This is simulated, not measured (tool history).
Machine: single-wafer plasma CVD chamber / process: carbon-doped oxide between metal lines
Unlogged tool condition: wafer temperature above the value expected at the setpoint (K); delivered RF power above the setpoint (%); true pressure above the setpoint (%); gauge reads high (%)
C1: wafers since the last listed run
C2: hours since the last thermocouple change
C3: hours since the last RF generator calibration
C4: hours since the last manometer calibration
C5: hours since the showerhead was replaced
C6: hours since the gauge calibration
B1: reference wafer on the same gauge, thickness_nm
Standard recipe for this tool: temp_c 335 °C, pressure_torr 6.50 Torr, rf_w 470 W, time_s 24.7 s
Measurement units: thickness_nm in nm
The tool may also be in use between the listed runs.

{"run": 1, "hour": 0.0, "temp_c": 335, "pressure_torr": 6.5, "rf_w": 470, "time_s": 24.7, "C1": 0, "C2": 1174.4, "C3": 336.0, "C4": 674.2, "C5": 3339.4, "C6": 4169.4, "B1": 153.028, "thickness_nm": 140.072}
{"run": 2, "hour": 73.9, "temp_c": 335, "pressure_torr": 6.5, "rf_w": 470, "time_s": 24.7, "C1": 2453, "C2": 1248.3, "C3": 409.9, "C4": 748.1, "C5": 3413.3, "C6": 4243.3, "B1": 153.075, "thickness_nm": 140.949}
{"run": 3, "hour": 133.8, "temp_c": 335, "pressure_torr": 6.5, "rf_w": 470, "time_s": 24.7, "C1": 1988, "C2": 1308.2, "C3": 469.8, "C4": 808.0, "C5": 3473.2, "C6": 4303.2, "B1": 153.042, "thickness_nm": 140.102}
{"run": 4, "hour": 233.9, "temp_c": 335, "pressure_torr": 6.5, "rf_w": 470, "time_s": 24.7, "C1": 3322, "C2": 1408.3, "C3": 569.9, "C4": 908.1, "C5": 3573.3, "C6": 4403.3, "B1": 153.208, "thickness_nm": 141.182}
{"run": 5, "hour": 304.9, "temp_c": 335, "pressure_torr": 6.5, "rf_w": 470, "time_s": 24.7, "C1": 2356, "C2": 1479.3, "C3": 640.9, "C4": 979.1, "C5": 3644.3, "C6": 4474.3, "B1": 153.185, "thickness_nm": 141.729}
{"hour": 373.2, "done": "gauge calibrated"}
{"run": 6, "hour": 379.7, "temp_c": 335, "pressure_torr": 6.5, "rf_w": 470, "time_s": 24.7, "C1": 2483, "C2": 1554.1, "C3": 715.7, "C4": 1053.9, "C5": 3719.1, "C6": 6.5, "B1": 149.986, "thickness_nm": 138.251}
{"run": 7, "hour": 442.5, "temp_c": 339, "pressure_torr": 5.99, "rf_w": 470, "time_s": 24.7, "C1": 2084, "C2": 1616.9, "C3": 778.5, "C4": 1116.7, "C5": 3781.9, "C6": 69.3, "B1": 150.06, "thickness_nm": 134.112}
{"hour": 474.6, "done": "showerhead replaced"}
{"run": 8, "hour": 500.0, "temp_c": 342, "pressure_torr": 6.5, "rf_w": 470, "time_s": 24.7, "C1": 1643, "C2": 1674.4, "C3": 836.0, "C4": 1174.2, "C5": 25.4, "C6": 126.8, "B1": 150.152, "thickness_nm": 133.787}
{"run": 9, "hour": 560.2, "temp_c": 335, "pressure_torr": 5.32, "rf_w": 470, "time_s": 20.3, "C1": 1998, "C2": 1734.6, "C3": 896.2, "C4": 1234.4, "C5": 85.6, "C6": 187.0, "B1": 150.132, "thickness_nm": 111.322}
{"run": 10, "hour": 614.6, "temp_c": 335, "pressure_torr": 6.5, "rf_w": 470, "time_s": 24.7, "C1": 1805, "C2": 1789.0, "C3": 950.6, "C4": 1288.8, "C5": 140.0, "C6": 241.4, "B1": 150.16, "thickness_nm": 137.825}
{"run": 11, "hour": 653.1, "temp_c": 335, "pressure_torr": 6.5, "rf_w": 470, "time_s": 24.7, "C1": 1278, "C2": 1827.5, "C3": 989.1, "C4": 1327.3, "C5": 178.5, "C6": 279.9, "B1": 150.174, "thickness_nm": 137.952}
{"run": 12, "hour": 732.9, "temp_c": 345, "pressure_torr": 7.24, "rf_w": 535, "time_s": 28.9, "C1": 2649, "C2": 1907.3, "C3": 1068.9, "C4": 1407.1, "C5": 258.3, "C6": 359.7, "B1": 150.232, "thickness_nm": 173.755}
{"run": 13, "hour": 838.7, "temp_c": 335, "pressure_torr": 6.5, "rf_w": 470, "time_s": 29.3, "C1": 3512, "C2": 2013.1, "C3": 1174.7, "C4": 1512.9, "C5": 364.1, "C6": 465.5, "B1": 150.447, "thickness_nm": 162.826}
{"run": 14, "hour": 909.8, "temp_c": 335, "pressure_torr": 6.5, "rf_w": 470, "time_s": 24.7, "C1": 2360, "C2": 2084.2, "C3": 1245.8, "C4": 1584.0, "C5": 435.2, "C6": 536.6, "B1": 150.425, "thickness_nm": 137.993}
{"run": 15, "hour": 980.5, "temp_c": 345, "pressure_torr": 7.91, "rf_w": 470, "time_s": 28.6, "C1": 2346, "C2": 2154.9, "C3": 1316.5, "C4": 1654.7, "C5": 505.9, "C6": 607.3, "B1": 150.37, "thickness_nm": 155.204}
{"hour": 1030.0, "done": "RF generator calibrated"}
{"hour": 1191.1, "done": "thermocouple changed; heater temperature recalibrated"}
{"run": 16, "hour": 1195.6, "temp_c": 339, "pressure_torr": 6.96, "rf_w": 375, "time_s": 26.8, "C1": 6609, "C2": 4.5, "C3": 165.6, "C4": 1869.8, "C5": 721.0, "C6": 822.4, "B1": 150.59, "thickness_nm": 118.154}
{"hour": 1491.3, "done": "capacitance manometer re-zeroed and calibrated"}
{"run": 17, "hour": 1508.3, "temp_c": 350, "pressure_torr": 5.04, "rf_w": 545, "time_s": 24.7, "C1": 10114, "C2": 317.2, "C3": 478.3, "C4": 17.0, "C5": 1033.7, "C6": 1135.1, "B1": 150.863, "thickness_nm": 144.029}
{"run": 18, "hour": 1582.6, "temp_c": 345, "pressure_torr": 6.5, "rf_w": 470, "time_s": 24.7, "C1": 2466, "C2": 391.5, "C3": 552.6, "C4": 91.3, "C5": 1108.0, "C6": 1209.4, "B1": 150.959, "thickness_nm": 133.384}
{"run": 19, "hour": 1674.9, "temp_c": 323, "pressure_torr": 7.97, "rf_w": 520, "time_s": 23.3, "C1": 3063, "C2": 483.8, "C3": 644.9, "C4": 183.6, "C5": 1200.3, "C6": 1301.7, "B1": 150.921, "thickness_nm": 150.257}
{"run": 20, "hour": 1778.9, "temp_c": 335, "pressure_torr": 6.5, "rf_w": 470, "time_s": 24.7, "C1": 3452, "C2": 587.8, "C3": 748.9, "C4": 287.6, "C5": 1304.3, "C6": 1405.7, "B1": 150.991, "thickness_nm": 138.176}
{"run": 21, "hour": 1828.6, "temp_c": 335, "pressure_torr": 6.5, "rf_w": 470, "time_s": 24.7, "C1": 1649, "C2": 637.5, "C3": 798.6, "C4": 337.3, "C5": 1354.0, "C6": 1455.4, "B1": 150.995, "thickness_nm": 138.655}
{"run": 22, "hour": 1905.6, "temp_c": 341, "pressure_torr": 6.98, "rf_w": 405, "time_s": 22.4, "C1": 2556, "C2": 714.5, "C3": 875.6, "C4": 414.3, "C5": 1431.0, "C6": 1532.4, "B1": 151.054, "thickness_nm": 106.721}
{"run": 23, "hour": 1941.8, "temp_c": 339, "pressure_torr": 5.64, "rf_w": 470, "time_s": 28.3, "C1": 1201, "C2": 750.7, "C3": 911.8, "C4": 450.5, "C5": 1467.2, "C6": 1568.6, "B1": 150.96, "thickness_nm": 153.927}

Predict the results of run 24:
{"run": 24, "hour": 2222.9, "temp_c": 335, "pressure_torr": 6.5, "rf_w": 405, "time_s": 22.4, "C1": 9331, "C2": 1031.8, "C3": 1192.9, "C4": 731.6, "C5": 1748.3, "C6": 1849.7, "B1": "?", "thickness_nm": "?"}

{"run 24": {"B1": 151.22, "thickness_nm": 109.0}}
Had the tool carried no hidden state, the very same run would have given thickness_nm 108.086 nm.

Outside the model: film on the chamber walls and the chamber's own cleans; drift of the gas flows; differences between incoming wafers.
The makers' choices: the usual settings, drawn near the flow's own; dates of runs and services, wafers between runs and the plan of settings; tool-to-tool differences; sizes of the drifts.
